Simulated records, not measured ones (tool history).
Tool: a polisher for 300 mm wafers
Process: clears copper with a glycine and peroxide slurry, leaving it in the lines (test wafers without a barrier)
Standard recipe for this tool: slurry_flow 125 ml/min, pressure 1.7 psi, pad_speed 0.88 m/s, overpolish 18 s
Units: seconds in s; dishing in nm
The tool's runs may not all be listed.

run,hour,slurry_flow,pressure,pad_speed,overpolish,"incoming thickness of the incoming film, nm",seconds,dishing
1,0,125,1.7,0.88,18,414.2,151.7,36.3
# hour 104.6: worn pad replaced by a new one
2,105.1,125,1.7,0.88,18,416,138.5,39.5
# hour 118.3: head pressure recalibrated
3,143.7,125,1.7,0.88,18,411.8,135.9,38.9
4,194.5,125,1.5,0.88,18,406.4,146.3,35.9
5,239.3,125,1.5,0.88,18,417.2,150,35.7
# hour 330.2: slurry nozzle cleaned
6,336.5,125,1.5,0.88,18,409,149.4,35.6
7,434.9,125,1.7,0.88,18,410.2,141.1,37.9
8,522.2,125,1.7,0.88,18,423.9,146.7,38.2
9,574.5,125,1.7,0.88,18,412.4,144.1,37.2
10,672.3,125,1.7,1.06,18,424.3,135.6,40.6
11,761.7,145,1.7,0.88,18,414.3,147.6,36.2
# hour 810.6: worn pad replaced by a new one
12,862.3,155,2.2,0.88,22,420.5,110.3,55.8
13,900,135,2.1,0.74,18,411.2,125.7,41.8
# hour 926.9: head pressure recalibrated
14,976.4,125,2,0.88,22,414,122.3,50.4
15,1076.4,110,1.4,0.88,8,410.4,159.6,16.3
# hour 1109.4: slurry nozzle cleaned
16,1157.4,85,1.9,0.88,18,414.8,135.6,39.4
17,1223.9,90,2,0.68,18,421.9,156.9,35.4
18,1288.7,140,1.7,0.88,18,408.8,142.9,38.1
19,1333.5,160,1.7,1.04,25,409.1,122.2,53.3
20,1440.5,110,1.1,0.96,18,413.8,192.1,28.5
21,1525,90,2,0.68,18,416.3,168.2,32.8
22,1601.6,125,1.7,0.88,18,418,164,33.8
# hour 1615.6: worn pad replaced by a new one
23,1676.6,110,1.7,0.88,18,420.8,144.7,38.2
# hour 1744.9: head pressure recalibrated
24,1778,125,2.2,0.6,18,409.6,144.3,38.4
# hour 1813.2: slurry nozzle cleaned
25,1879.5,160,1.7,0.88,18,408.2,132.9,39.5
26,1917.2,140,1.4,0.88,18,415.6,157.9,34.5
27,1993.6,125,1.7,1,18,409.7,130.7,39.9
28,2036,125,1.7,0.88,18,416.1,146.3,38
29,2155.1,140,1.7,0.98,18,418.1,136.6,39
30,2233.8,125,1.7,0.88,18,419,155.4,35.2
# hour 2371.5: worn pad replaced by a new one
# hour 2430.8: head pressure recalibrated
31,2448.1,125,1.7,0.88,18,416.3,138,38.5
32,2548.3,110,1.3,0.64,24,416.8,197.3,36.7
# hour 2580.3: slurry nozzle cleaned
33,2617,135,1.2,0.6,18,410.2,207,27.6

Hidden state, per run?
slurry flow missing at the pad, %: 0, the same for each run
deviation of the head's pressure from its setpoint, %: 0, the same for each run
H1: removal rate lost through wear of the pad, %
run,H1
1,9.84
2,0.575
3,0.609
4,0.757
5,0.985
6,1.79
7,3.04
8,4.51
9,5.56
10,7.86
11,10.3
12,0.252
13,0.372
14,0.813
15,1.79
16,2.91
17,4.05
18,5.36
19,6.37
20,9.16
21,11.7
22,14.3
23,1.72
24,2.23
25,3.21
26,3.69
27,4.86
28,5.62
29,8.21
30,10.3
31,0.721
32,1.29
33,1.95
